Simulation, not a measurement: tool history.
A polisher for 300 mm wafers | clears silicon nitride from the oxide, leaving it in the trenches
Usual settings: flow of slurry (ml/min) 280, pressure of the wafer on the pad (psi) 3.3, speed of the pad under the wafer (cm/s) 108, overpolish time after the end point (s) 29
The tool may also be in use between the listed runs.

| run | hour | flow of slurry (ml/min) | pressure of the wafer on the pad (psi) | speed of the pad under the wafer (cm/s) | overpolish time after the end point (s) | incoming thickness of the incoming film, nm | time until the end point was called (s) |
|---|---|---|---|---|---|---|---|
| 1 | 0 | 205 | 3.3 | 82 | 29 | 96.6 | 104.3 |
|  | 8.6 | worn pad replaced by a new one |
| 2 | 55.9 | 205 | 3.3 | 82 | 29 | 95.5 | 100.5 |
| 3 | 125.3 | 280 | 3.3 | 108 | 29 | 96.4 | 84.6 |
|  | 170.2 | worn pad replaced by a new one |
| 4 | 174.9 | 280 | 3.3 | 108 | 29 | 94.9 | 83.3 |
| 5 | 213.2 | 280 | 3.3 | 108 | 29 | 95 | 83.8 |
| 6 | 241.9 | 280 | 3.3 | 108 | 29 | 93 | 83.3 |
| 7 | 276.6 | 280 | 2.6 | 108 | 29 | 94.5 | 103.1 |
| 8 | 309 | 280 | 2.6 | 108 | 29 | 94 | 107.1 |
| 9 | 337.7 | 280 | 3.3 | 108 | 29 | 95.1 | 84.3 |
|  | 342.7 | worn pad replaced by a new one |
| 10 | 395.6 | 280 | 3.3 | 108 | 36 | 94.4 | 88.4 |
|  | 417.9 | slurry nozzle cleaned |
|  | 434.6 | head pressure recalibrated |
| 11 | 446.5 | 280 | 3.3 | 108 | 29 | 95.5 | 93.5 |
|  | 506 | worn pad replaced by a new one |
|  | 557 | head pressure recalibrated, repeated, since the last time left the tool worse |
| 12 | 572.4 | 280 | 3.3 | 108 | 29 | 94.1 | 75.8 |
| 13 | 614.6 | 280 | 2.5 | 108 | 44 | 93.6 | 100.2 |
| 14 | 642.5 | 180 | 3.3 | 108 | 29 | 94.5 | 81.4 |
|  | 704.3 | worn pad replaced by a new one |
| 15 | 710.5 | 215 | 4.3 | 108 | 29 | 94.9 | 62.7 |
| 16 | 762.7 | 340 | 2.3 | 108 | 29 | 94.8 | 108.5 |
|  | 813.2 | slurry nozzle cleaned |
| 17 | 819.3 | 280 | 3.3 | 134 | 29 | 93.6 | 64.2 |
| 18 | 859.3 | 280 | 3.3 | 108 | 29 | 95.8 | 80 |
| 19 | 894 | 215 | 3.3 | 108 | 29 | 95.1 | 83.1 |

Forecast each of these 5 alternatives for the next run:
| A | 894.5 | 280 | 3.3 | 108 | 29 | 95.5 | ? |
| B | 894.5 | 280 | 4.4 | 72 | 29 | 95.5 | ? |
| C | 894.5 | 355 | 3.3 | 108 | 22 | 95.5 | ? |
| D | 894.5 | 280 | 2.2 | 108 | 12 | 95.5 | ? |
| E | 894.5 | 280 | 3.3 | 86 | 29 | 95.5 | ? |

| run | time until the end point was called (s) |
|---|---|
| A | 78.9 |
| B | 77.9 |
| C | 77.2 |
| D | 118.3 |
| E | 92.5 |
Without the tool's hidden state the same runs would have given:
| run | time until the end point was called (s) |
|---|---|
| A | 79 |
| B | 78 |
| C | 77.3 |
| D | 118.5 |
| E | 92.6 |

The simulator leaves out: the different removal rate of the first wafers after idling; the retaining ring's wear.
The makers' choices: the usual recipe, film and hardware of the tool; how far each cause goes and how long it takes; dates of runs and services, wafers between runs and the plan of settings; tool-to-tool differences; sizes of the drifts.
